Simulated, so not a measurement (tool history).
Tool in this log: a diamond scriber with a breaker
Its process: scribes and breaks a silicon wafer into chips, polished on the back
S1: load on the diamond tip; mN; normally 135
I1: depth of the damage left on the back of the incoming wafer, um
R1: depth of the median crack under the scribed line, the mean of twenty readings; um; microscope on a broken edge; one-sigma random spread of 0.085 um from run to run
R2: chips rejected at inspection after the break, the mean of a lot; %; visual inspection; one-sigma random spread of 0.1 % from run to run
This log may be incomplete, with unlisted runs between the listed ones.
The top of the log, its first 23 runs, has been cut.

{"run": 24, "hour": 277.9, "S1": 135, "I1": 0.04, "R1": 6.35, "R2": 2.35}
{"run": 25, "hour": 286.5, "S1": 148, "I1": 0.02, "R1": 6.55, "R2": 1.8}
{"run": 26, "hour": 298.7, "S1": 160, "I1": 0.02, "R1": 7.09, "R2": 1.79}
{"hour": 306.7, "done": "load on the tip recalibrated"}
{"run": 27, "hour": 315.8, "S1": 116, "I1": 0.05, "R1": 5.91, "R2": 4.78}
{"run": 28, "hour": 331.0, "S1": 120, "I1": 0.01, "R1": 6.03, "R2": 4.25}
{"run": 29, "hour": 348.7, "S1": 114, "I1": 0.02, "R1": 5.73, "R2": 5.74}
{"run": 30, "hour": 362.5, "S1": 117, "I1": 0.04, "R1": 5.69, "R2": 4.84}
{"run": 31, "hour": 370.2, "S1": 110, "I1": 0.02, "R1": 5.57, "R2": 6.14}
{"run": 32, "hour": 387.8, "S1": 153, "I1": 0.04, "R1": 6.32, "R2": 2.09}
{"run": 33, "hour": 401.9, "S1": 107, "I1": 0.03, "R1": 5.52, "R2": 6.89}
{"run": 34, "hour": 415.5, "S1": 161, "I1": 0.03, "R1": 6.67, "R2": 1.84}
{"run": 35, "hour": 424.2, "S1": 174, "I1": 0.03, "R1": 7, "R2": 1.87}
{"run": 36, "hour": 431.1, "S1": 95, "I1": 0.05, "R1": 5.09, "R2": 10.72}
{"run": 37, "hour": 443.7, "S1": 163, "I1": 0.02, "R1": 6.65, "R2": 1.8}
{"run": 38, "hour": 451.9, "S1": 106, "I1": 0.02, "R1": 5.39, "R2": 9.68}
{"run": 39, "hour": 463.8, "S1": 163, "I1": 0.05, "R1": 6.58, "R2": 1.78}
{"run": 40, "hour": 476.0, "S1": 170, "I1": 0.01, "R1": 6.65, "R2": 1.89}

Consider 4 possible next runs. They are alternatives, not a sequence: every one starts from the tool as it was left by run 40. What does each give?
{"run": "A", "hour": 476.6, "S1": 135, "I1": 0.03, "R1": "?", "R2": "?"}
{"run": "B", "hour": 476.6, "S1": 125, "I1": 0.03, "R1": "?", "R2": "?"}
{"run": "C", "hour": 476.6, "S1": 105, "I1": 0.03, "R1": "?", "R2": "?"}
{"run": "D", "hour": 476.6, "S1": 108, "I1": 0.03, "R1": "?", "R2": "?"}

run=A R1=6.09 R2=3.85
run=B R1=5.86 R2=5.28
run=C R1=5.4 R2=9.61
run=D R1=5.47 R2=8.82
Without the tool's unlogged condition, the same runs would have read:
run=A R1=6.87 R2=1.82
run=B R1=6.62 R2=2.02
run=C R1=6.1 R2=3.81
run=D R1=6.18 R2=3.4

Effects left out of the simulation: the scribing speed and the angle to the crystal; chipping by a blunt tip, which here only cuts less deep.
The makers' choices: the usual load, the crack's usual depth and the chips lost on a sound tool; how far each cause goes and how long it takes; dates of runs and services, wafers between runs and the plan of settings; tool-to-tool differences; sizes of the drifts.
